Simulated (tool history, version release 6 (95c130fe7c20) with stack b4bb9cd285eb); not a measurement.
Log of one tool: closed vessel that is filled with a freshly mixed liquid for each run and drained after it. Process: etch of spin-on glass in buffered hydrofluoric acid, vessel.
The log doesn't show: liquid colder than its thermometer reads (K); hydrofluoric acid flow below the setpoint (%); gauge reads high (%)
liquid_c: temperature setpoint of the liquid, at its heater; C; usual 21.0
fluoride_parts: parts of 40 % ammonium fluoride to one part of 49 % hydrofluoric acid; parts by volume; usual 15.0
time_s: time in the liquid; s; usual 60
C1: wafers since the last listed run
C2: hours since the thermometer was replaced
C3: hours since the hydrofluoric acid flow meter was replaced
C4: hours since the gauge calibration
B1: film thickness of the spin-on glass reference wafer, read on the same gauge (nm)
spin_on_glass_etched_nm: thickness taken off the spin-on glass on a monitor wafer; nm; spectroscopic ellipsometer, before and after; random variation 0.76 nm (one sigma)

run 1 hour=0.0 | liquid_c=21.0 fluoride_parts=15.0 time_s=60 | C1=0 C2=755.9 C3=307.1 C4=681.4 | B1=130.02 | spin_on_glass_etched_nm=92.05
run 2 hour=34.8 | liquid_c=21.0 fluoride_parts=15.0 time_s=60 | C1=2349 C2=790.7 C3=341.9 C4=716.2 | B1=129.98 | spin_on_glass_etched_nm=92.00
run 3 hour=53.3 | liquid_c=21.0 fluoride_parts=12.0 time_s=60 | C1=1249 C2=809.2 C3=360.4 C4=734.7 | B1=129.99 | spin_on_glass_etched_nm=116.39
run 4 hour=71.1 | liquid_c=21.0 fluoride_parts=15.0 time_s=75 | C1=1201 C2=827.0 C3=378.2 C4=752.5 | B1=130.00 | spin_on_glass_etched_nm=114.15
run 5 hour=98.5 | liquid_c=21.0 fluoride_parts=15.0 time_s=75 | C1=1850 C2=854.4 C3=405.6 C4=779.9 | B1=130.04 | spin_on_glass_etched_nm=113.96
run 6 hour=111.3 | liquid_c=21.0 fluoride_parts=15.0 time_s=60 | C1=864 C2=867.2 C3=418.4 C4=792.7 | B1=130.02 | spin_on_glass_etched_nm=92.07
run 7 hour=126.0 | liquid_c=21.0 fluoride_parts=15.0 time_s=60 | C1=992 C2=881.9 C3=433.1 C4=807.4 | B1=130.00 | spin_on_glass_etched_nm=90.25
run 8 hour=150.2 | liquid_c=21.0 fluoride_parts=15.0 time_s=80 | C1=1634 C2=906.1 C3=457.3 C4=831.6 | B1=130.01 | spin_on_glass_etched_nm=120.64
run 9 hour=183.3 | liquid_c=21.0 fluoride_parts=15.0 time_s=60 | C1=2234 C2=939.2 C3=490.4 C4=864.7 | B1=129.99 | spin_on_glass_etched_nm=89.78
run 10 hour=202.1 | liquid_c=21.0 fluoride_parts=15.0 time_s=60 | C1=1269 C2=958.0 C3=509.2 C4=883.5 | B1=129.99 | spin_on_glass_etched_nm=89.32
-- hour=220.2 hydrofluoric acid flow meter replaced
run 11 hour=232.3 | liquid_c=21.0 fluoride_parts=11.0 time_s=60 | C1=1971 C2=988.2 C3=12.1 C4=913.7 | B1=129.99 | spin_on_glass_etched_nm=130.56
run 12 hour=251.3 | liquid_c=21.0 fluoride_parts=15.0 time_s=60 | C1=1282 C2=1007.2 C3=31.1 C4=932.7 | B1=129.97 | spin_on_glass_etched_nm=94.59
run 13 hour=285.7 | liquid_c=24.0 fluoride_parts=15.0 time_s=60 | C1=2322 C2=1041.6 C3=65.5 C4=967.1 | B1=129.98 | spin_on_glass_etched_nm=113.65
run 14 hour=303.9 | liquid_c=21.0 fluoride_parts=20.0 time_s=60 | C1=1228 C2=1059.8 C3=83.7 C4=985.3 | B1=129.99 | spin_on_glass_etched_nm=72.06
run 15 hour=337.5 | liquid_c=21.0 fluoride_parts=15.0 time_s=60 | C1=2268 C2=1093.4 C3=117.3 C4=1018.9 | B1=129.99 | spin_on_glass_etched_nm=95.10
run 16 hour=368.6 | liquid_c=21.0 fluoride_parts=15.0 time_s=60 | C1=2099 C2=1124.5 C3=148.4 C4=1050.0 | B1=130.00 | spin_on_glass_etched_nm=93.58
run 17 hour=388.9 | liquid_c=18.5 fluoride_parts=9.5 time_s=50 | C1=1370 C2=1144.8 C3=168.7 C4=1070.3 | B1=130.01 | spin_on_glass_etched_nm=105.04
run 18 hour=407.5 | liquid_c=17.5 fluoride_parts=15.0 time_s=60 | C1=1255 C2=1163.4 C3=187.3 C4=1088.9 | B1=129.98 | spin_on_glass_etched_nm=76.87
run 19 hour=427.7 | liquid_c=24.5 fluoride_parts=11.0 time_s=60 | C1=1363 C2=1183.6 C3=207.5 C4=1109.1 | B1=130.00 | spin_on_glass_etched_nm=152.98
run 20 hour=457.1 | liquid_c=21.0 fluoride_parts=11.0 time_s=60 | C1=1985 C2=1213.0 C3=236.9 C4=1138.5 | B1=130.03 | spin_on_glass_etched_nm=125.32
-- hour=461.1 thermometer replaced
run 21 hour=475.2 | liquid_c=17.5 fluoride_parts=17.5 time_s=60 | C1=1154 C2=14.1 C3=255.0 C4=1156.6 | B1=129.98 | spin_on_glass_etched_nm=66.32
run 22 hour=493.6 | liquid_c=21.0 fluoride_parts=15.0 time_s=30 | C1=1242 C2=32.5 C3=273.4 C4=1175.0 | B1=130.01 | spin_on_glass_etched_nm=46.40
run 23 hour=517.1 | liquid_c=21.0 fluoride_parts=15.0 time_s=60 | C1=1586 C2=56.0 C3=296.9 C4=1198.5 | B1=129.98 | spin_on_glass_etched_nm=91.46
-- hour=552.1 gauge calibrated
run 24 hour=582.2 | liquid_c=21.0 fluoride_parts=17.0 time_s=60 | C1=4395 C2=121.1 C3=362.0 C4=30.1 | B1=130.01 | spin_on_glass_etched_nm=80.74
run 25 hour=601.5 | liquid_c=23.0 fluoride_parts=15.0 time_s=95 | C1=1303 C2=140.4 C3=381.3 C4=49.4 | B1=130.00 | spin_on_glass_etched_nm=159.69
run 26 hour=619.4 | liquid_c=21.0 fluoride_parts=15.0 time_s=60 | C1=1208 C2=158.3 C3=399.2 C4=67.3 | B1=129.98 | spin_on_glass_etched_nm=90.12
-- hour=726.6 hydrofluoric acid flow meter replaced
run 27 hour=727.1 | liquid_c=18.5 fluoride_parts=13.0 time_s=60 | C1=7204 C2=266.0 C3=0.5 C4=175.0 | B1=130.02 | spin_on_glass_etched_nm=96.14
run 28 hour=747.8 | liquid_c=25.0 fluoride_parts=15.0 time_s=85 | C1=1397 C2=286.7 C3=21.2 C4=195.7 | B1=130.00 | spin_on_glass_etched_nm=171.22
run 29 hour=780.2 | liquid_c=18.5 fluoride_parts=15.0 time_s=70 | C1=2187 C2=319.1 C3=53.6 C4=228.1 | B1=129.99 | spin_on_glass_etched_nm=96.50
run 30 hour=808.3 | liquid_c=21.0 fluoride_parts=15.0 time_s=90 | C1=1897 C2=347.2 C3=81.7 C4=256.2 | B1=130.00 | spin_on_glass_etched_nm=142.19
run 31 hour=895.3 | liquid_c=21.0 fluoride_parts=15.0 time_s=60 | C1=5874 C2=434.2 C3=168.7 C4=343.2 | B1=130.01 | spin_on_glass_etched_nm=93.76
run 32 hour=929.4 | liquid_c=23.5 fluoride_parts=15.0 time_s=60 | C1=2302 C2=468.3 C3=202.8 C4=377.3 | B1=129.98 | spin_on_glass_etched_nm=107.53
run 33 hour=960.0 | liquid_c=26.0 fluoride_parts=11.0 time_s=90 | C1=2066 C2=498.9 C3=233.4 C4=407.9 | B1=130.01 | spin_on_glass_etched_nm=251.04
run 34 hour=990.2 | liquid_c=21.0 fluoride_parts=10.0 time_s=60 | C1=2039 C2=529.1 C3=263.6 C4=438.1 | B1=129.97 | spin_on_glass_etched_nm=138.16

Forecast each of these 3 alternatives for the next run:
run A hour=990.9 | liquid_c=21.0 fluoride_parts=15.0 time_s=60 | C1=47 C2=529.8 C3=264.3 C4=438.8 | B1=? | spin_on_glass_etched_nm=?
run B hour=990.9 | liquid_c=25.0 fluoride_parts=15.0 time_s=60 | C1=47 C2=529.8 C3=264.3 C4=438.8 | B1=? | spin_on_glass_etched_nm=?
run C hour=990.9 | liquid_c=23.0 fluoride_parts=10.0 time_s=90 | C1=47 C2=529.8 C3=264.3 C4=438.8 | B1=? | spin_on_glass_etched_nm=?

run=A B1=129.99 spin_on_glass_etched_nm=92.86
run=B B1=129.99 spin_on_glass_etched_nm=115.71
run=C B1=129.99 spin_on_glass_etched_nm=231.45
Without the tool's hidden state the same runs would have given:
run=A spin_on_glass_etched_nm=97.70
run=B spin_on_glass_etched_nm=121.73
run=C spin_on_glass_etched_nm=243.36
